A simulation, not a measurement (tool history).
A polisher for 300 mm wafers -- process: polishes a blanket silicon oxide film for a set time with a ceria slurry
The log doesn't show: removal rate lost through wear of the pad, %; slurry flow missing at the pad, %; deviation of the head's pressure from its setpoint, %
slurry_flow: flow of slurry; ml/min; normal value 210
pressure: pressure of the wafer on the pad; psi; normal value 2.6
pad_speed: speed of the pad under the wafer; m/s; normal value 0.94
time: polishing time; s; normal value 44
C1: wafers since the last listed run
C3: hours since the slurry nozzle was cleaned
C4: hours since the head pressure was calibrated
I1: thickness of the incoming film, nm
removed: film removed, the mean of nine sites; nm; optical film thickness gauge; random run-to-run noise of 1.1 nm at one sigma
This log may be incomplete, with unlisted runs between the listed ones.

Run 1, hour 0.0: usual settings but pad_speed 0.86 m/s, time 41 s; C1 0; wafers polished on this pad 299; C3 108.8; C4 1018.1; I1 1123.4. Result: removed 131.8 nm.
Run 2, hour 14.9: usual settings but pad_speed 0.86 m/s, time 41 s; C1 188; wafers polished on this pad 487; C3 123.7; C4 1033.0; I1 1122.2. Result: removed 129.8 nm.
Run 3, hour 21.9: usual settings; C1 88; wafers polished on this pad 576; C3 130.7; C4 1040.0; I1 1132.2. Result: removed 151.1 nm.
Run 4, hour 33.9: usual settings; C1 152; wafers polished on this pad 728; C3 142.7; C4 1052.0; I1 1123.9. Result: removed 150.9 nm.
Run 5, hour 47.7: usual settings; C1 174; wafers polished on this pad 903; C3 156.5; C4 1065.8; I1 1115.6. Result: removed 150.7 nm.
Run 6, hour 61.3: usual settings but slurry_flow 260 ml/min; C1 172; wafers polished on this pad 1075; C3 170.1; C4 1079.4; I1 1119.8. Result: removed 154.1 nm.
At hour 70.9: worn pad replaced by a new one.
Run 7, hour 75.6: usual settings; C1 130; wafers polished on this pad 59; C3 184.4; C4 1093.7; I1 1119.8. Result: removed 150.2 nm.
Run 8, hour 89.4: usual settings; C1 174; wafers polished on this pad 234; C3 198.2; C4 1107.5; I1 1131.1. Result: removed 151.6 nm.
Run 9, hour 103.6: usual settings; C1 179; wafers polished on this pad 414; C3 212.4; C4 1121.7; I1 1115.1. Result: removed 151.0 nm.
Run 10, hour 117.6: usual settings but slurry_flow 235 ml/min, pressure 3.0 psi; C1 177; wafers polished on this pad 592; C3 226.4; C4 1135.7; I1 1133.9. Result: removed 166.5 nm.
Run 11, hour 129.4: usual settings but slurry_flow 235 ml/min, pressure 3.0 psi; C1 149; wafers polished on this pad 741; C3 238.2; C4 1147.5; I1 1115.2. Result: removed 166.4 nm.
Run 12, hour 138.1: usual settings; C1 110; wafers polished on this pad 852; C3 246.9; C4 1156.2; I1 1105.6. Result: removed 150.6 nm.
Run 13, hour 144.8: usual settings; C1 84; wafers polished on this pad 936; C3 253.6; C4 1162.9; I1 1125.3. Result: removed 149.8 nm.
At hour 157.4: slurry nozzle cleaned.
Run 14, hour 157.9: usual settings; C1 153; wafers polished on this pad 1090; C3 0.5; C4 1176.0; I1 1123.1. Result: removed 150.8 nm.
At hour 175.5: worn pad replaced by a new one.
Run 15, hour 176.0: usual settings; C1 178; wafers polished on this pad 6; C3 18.6; C4 1194.1; I1 1125.9. Result: removed 150.6 nm.
Run 16, hour 184.5: usual settings but slurry_flow 175 ml/min, pad_speed 1.00 m/s; C1 107; wafers polished on this pad 113; C3 27.1; C4 1202.6; I1 1130.4. Result: removed 156.1 nm.
Run 17, hour 199.1: usual settings but pad_speed 0.86 m/s, time 41 s; C1 185; wafers polished on this pad 298; C3 41.7; C4 1217.2; I1 1143.3. Result: removed 130.5 nm.
Run 18, hour 216.8: usual settings but pad_speed 0.66 m/s; C1 224; wafers polished on this pad 523; C3 59.4; C4 1234.9; I1 1149.3. Result: removed 112.8 nm.
Run 19, hour 228.7: usual settings but slurry_flow 230 ml/min, pressure 2.0 psi; C1 150; wafers polished on this pad 674; C3 71.3; C4 1246.8; I1 1139.0. Result: removed 131.0 nm.
Run 20, hour 242.6: usual settings but slurry_flow 165 ml/min, pad_speed 1.20 m/s; C1 176; wafers polished on this pad 850; C3 85.2; C4 1260.7; I1 1117.0. Result: removed 180.2 nm.
At hour 246.7: head pressure recalibrated.
Run 21, hour 251.6: usual settings but pressure 3.2 psi; C1 88; wafers polished on this pad 938; C3 94.2; C4 4.9; I1 1105.3. Result: removed 172.9 nm.
Run 22, hour 261.1: usual settings but slurry_flow 155 ml/min, pressure 3.0 psi, pad_speed 1.08 m/s, time 50 s; C1 120; wafers polished on this pad 1059; C3 103.7; C4 14.4; I1 1118.4. Result: removed 205.4 nm.
At hour 272.7: worn pad replaced by a new one.
Run 23, hour 278.6: usual settings but slurry_flow 145 ml/min; C1 171; wafers polished on this pad 74; C3 121.2; C4 31.9; I1 1145.2. Result: removed 144.0 nm.
Run 24, hour 288.6: usual settings but time 34 s; C1 126; wafers polished on this pad 201; C3 131.2; C4 41.9; I1 1123.7. Result: removed 118.0 nm.
Run 25, hour 306.1: usual settings but pressure 2.2 psi, pad_speed 0.80 m/s, time 30 s; C1 221; wafers polished on this pad 423; C3 148.7; C4 59.4; I1 1135.5. Result: removed 81.2 nm.
Run 26, hour 320.5: usual settings but slurry_flow 245 ml/min, pressure 2.9 psi, pad_speed 0.66 m/s, time 56 s; C1 182; wafers polished on this pad 605; C3 163.1; C4 73.8; I1 1131.7. Result: removed 155.8 nm.
Run 27, hour 328.7: usual settings but pressure 3.1 psi; C1 103; wafers polished on this pad 709; C3 171.3; C4 82.0; I1 1137.5. Result: removed 167.9 nm.
Run 28, hour 335.7: usual settings; C1 88; wafers polished on this pad 798; C3 178.3; C4 89.0; I1 1127.4. Result: removed 150.8 nm.
Run 29, hour 350.8: usual settings but slurry_flow 240 ml/min; C1 191; wafers polished on this pad 989; C3 193.4; C4 104.1; I1 1137.0. Result: removed 153.5 nm.
At hour 388.0: worn pad replaced by a new one.
Run 30, hour 395.0: usual settings but slurry_flow 180 ml/min, pressure 2.9 psi, time 55 s; C1 509; wafers polished on this pad 89; C3 237.6; C4 148.3; I1 1128.2. Result: removed 197.4 nm.
Run 31, hour 403.0: usual settings; C1 101; wafers polished on this pad 190; C3 245.6; C4 156.3; I1 1112.0. Result: removed 150.6 nm.
Run 32, hour 410.1: usual settings but slurry_flow 145 ml/min; C1 89; wafers polished on this pad 280; C3 252.7; C4 163.4; I1 1121.3. Result: removed 144.2 nm.
Run 33, hour 422.8: usual settings but pressure 3.0 psi, pad_speed 0.80 m/s, time 36 s; C1 160; wafers polished on this pad 441; C3 265.4; C4 176.1; I1 1144.7. Result: removed 117.1 nm.
Run 34, hour 468.1: usual settings but pad_speed 1.12 m/s; C1 574; wafers polished on this pad 1015; C3 310.7; C4 221.4; I1 1110.4. Result: removed 173.1 nm.
At hour 470.8: slurry nozzle cleaned.
At hour 484.8: worn pad replaced by a new one.
Run 35, hour 485.3: usual settings but slurry_flow 275 ml/min, pressure 3.0 psi, pad_speed 1.08 m/s, time 37 s; C1 154; wafers polished on this pad 6; C3 14.5; C4 238.6; I1 1117.9. Result: removed 161.1 nm.
Run 36, hour 497.3: usual settings but slurry_flow 240 ml/min; C1 152; wafers polished on this pad 158; C3 26.5; C4 250.6; I1 1137.8. Result: removed 153.3 nm.

Below are 5 alternative next runs, each starting from the tool's condition after run 36. Predict each:
Run A, hour 497.7: usual settings; C1 5; wafers polished on this pad 163; C3 26.9; C4 251.0; I1 1149.1. Result: removed ?.
Run B, hour 497.7: usual settings but pressure 1.8 psi; C1 5; wafers polished on this pad 163; C3 26.9; C4 251.0; I1 1149.1. Result: removed ?.
Run C, hour 497.7: usual settings but slurry_flow 175 ml/min, pad_speed 1.08 m/s, time 51 s; C1 5; wafers polished on this pad 163; C3 26.9; C4 251.0; I1 1149.1. Result: removed ?.
Run D, hour 497.7: usual settings but slurry_flow 140 ml/min, time 36 s; C1 5; wafers polished on this pad 163; C3 26.9; C4 251.0; I1 1149.1. Result: removed ?.
Run E, hour 497.7: usual settings but slurry_flow 250 ml/min, pad_speed 0.62 m/s; C1 5; wafers polished on this pad 163; C3 26.9; C4 251.0; I1 1149.1. Result: removed ?.

run  removed
  A    150.0
  B    121.6
  C    192.2
  D    117.5
  E    108.4
With no hidden state in the tool, these same runs would have given:
run  removed
  A    150.0
  B    121.6
  C    192.2
  D    117.5
  E    108.4
